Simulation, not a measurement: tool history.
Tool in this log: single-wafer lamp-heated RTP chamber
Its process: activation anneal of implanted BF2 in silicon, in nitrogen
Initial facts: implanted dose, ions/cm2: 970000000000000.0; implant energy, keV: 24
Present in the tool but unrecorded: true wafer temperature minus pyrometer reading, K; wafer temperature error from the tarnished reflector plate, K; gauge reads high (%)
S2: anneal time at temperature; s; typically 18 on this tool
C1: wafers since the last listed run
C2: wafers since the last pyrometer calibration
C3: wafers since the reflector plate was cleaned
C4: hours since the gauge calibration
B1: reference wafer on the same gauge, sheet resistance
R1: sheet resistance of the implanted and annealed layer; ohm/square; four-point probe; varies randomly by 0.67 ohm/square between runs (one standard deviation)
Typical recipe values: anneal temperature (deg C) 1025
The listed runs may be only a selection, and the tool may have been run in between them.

run 1 hour=0 | anneal_temperature_(deg_C)=1025 S2=18 | C1=0 C2=5038 C3=5290 C4=103.7 | B1=160.97 | R1=153.52
run 2 hour=51.2 | anneal_temperature_(deg_C)=1025 S2=18 | C1=948 C2=5986 C3=6238 C4=154.9 | B1=161.03 | R1=152.85
run 3 hour=103.4 | anneal_temperature_(deg_C)=1025 S2=18 | C1=966 C2=6953 C3=7205 C4=207.1 | B1=160.99 | R1=152.9
run 4 hour=161.3 | anneal_temperature_(deg_C)=1025 S2=21 | C1=1072 C2=8025 C3=8277 C4=265 | B1=160.89 | R1=148.25
-- hour=169.8 pyrometer window cleaned and pyrometer calibrated
run 5 hour=207.2 | anneal_temperature_(deg_C)=1025 S2=21 | C1=701 C2=691 C3=8979 C4=310.9 | B1=161.05 | R1=152.25
run 6 hour=266.2 | anneal_temperature_(deg_C)=1025 S2=21 | C1=1092 C2=1784 C3=10071 C4=369.9 | B1=161.01 | R1=151.84
run 7 hour=337.1 | anneal_temperature_(deg_C)=1025 S2=18 | C1=1312 C2=3097 C3=11384 C4=440.8 | B1=161.04 | R1=155.46
run 8 hour=377.7 | anneal_temperature_(deg_C)=1025 S2=18 | C1=751 C2=3849 C3=12136 C4=481.4 | B1=161.07 | R1=154.99
-- hour=389.9 reflector plate cleaned
run 9 hour=424.3 | anneal_temperature_(deg_C)=1025 S2=18 | C1=714 C2=4564 C3=636 C4=528 | B1=160.87 | R1=152.77
run 10 hour=482.3 | anneal_temperature_(deg_C)=1025 S2=18 | C1=1074 C2=5638 C3=1710 C4=586 | B1=160.96 | R1=152.76
run 11 hour=515 | anneal_temperature_(deg_C)=1025 S2=18 | C1=605 C2=6243 C3=2315 C4=618.7 | B1=161.05 | R1=151.73
run 12 hour=541.8 | anneal_temperature_(deg_C)=1025 S2=24 | C1=496 C2=6740 C3=2812 C4=645.5 | B1=161.08 | R1=147.04
-- hour=573 pyrometer window cleaned and pyrometer calibrated
run 13 hour=578.6 | anneal_temperature_(deg_C)=1025 S2=24 | C1=533 C2=104 C3=3345 C4=682.3 | B1=160.99 | R1=148.92
run 14 hour=619.8 | anneal_temperature_(deg_C)=1025 S2=24 | C1=762 C2=867 C3=4108 C4=723.5 | B1=161.05 | R1=149.29
run 15 hour=666 | anneal_temperature_(deg_C)=1025 S2=18 | C1=855 C2=1722 C3=4964 C4=769.7 | B1=161.04 | R1=154.51
run 16 hour=718.3 | anneal_temperature_(deg_C)=1025 S2=18 | C1=968 C2=2691 C3=5932 C4=822 | B1=161.05 | R1=154.74
run 17 hour=765.9 | anneal_temperature_(deg_C)=1025 S2=18 | C1=881 C2=3572 C3=6814 C4=869.6 | B1=160.92 | R1=153.55
run 18 hour=824 | anneal_temperature_(deg_C)=1025 S2=18 | C1=1075 C2=4648 C3=7890 C4=927.7 | B1=160.94 | R1=152.98
run 19 hour=854.9 | anneal_temperature_(deg_C)=1025 S2=18 | C1=572 C2=5221 C3=8462 C4=958.6 | B1=160.98 | R1=152.22
run 20 hour=921 | anneal_temperature_(deg_C)=1025 S2=12 | C1=1224 C2=6445 C3=9686 C4=1024.7 | B1=161.04 | R1=158.62
-- hour=972.6 pyrometer window cleaned and pyrometer calibrated
run 21 hour=977.8 | anneal_temperature_(deg_C)=1025 S2=18 | C1=903 C2=96 C3=10590 C4=1081.5 | B1=161 | R1=155.12
run 22 hour=1038.7 | anneal_temperature_(deg_C)=1009 S2=24 | C1=1127 C2=1224 C3=11717 C4=1142.4 | B1=161.08 | R1=163.87
run 23 hour=1086 | anneal_temperature_(deg_C)=1025 S2=18 | C1=875 C2=2100 C3=12593 C4=1189.7 | B1=161.03 | R1=153.83

Run 24 has not been measured yet. What should we expect?
run 24 hour=1158 | anneal_temperature_(deg_C)=1011 S2=27 | C1=1333 C2=3434 C3=13927 C4=1261.7 | B1=? | R1=?

For run 24 the tool returned B1 161.01, R1 158.26 ohm/square.
On a tool with no hidden condition, and with the same random variation, this run would have come out at R1 159.28 ohm/square.

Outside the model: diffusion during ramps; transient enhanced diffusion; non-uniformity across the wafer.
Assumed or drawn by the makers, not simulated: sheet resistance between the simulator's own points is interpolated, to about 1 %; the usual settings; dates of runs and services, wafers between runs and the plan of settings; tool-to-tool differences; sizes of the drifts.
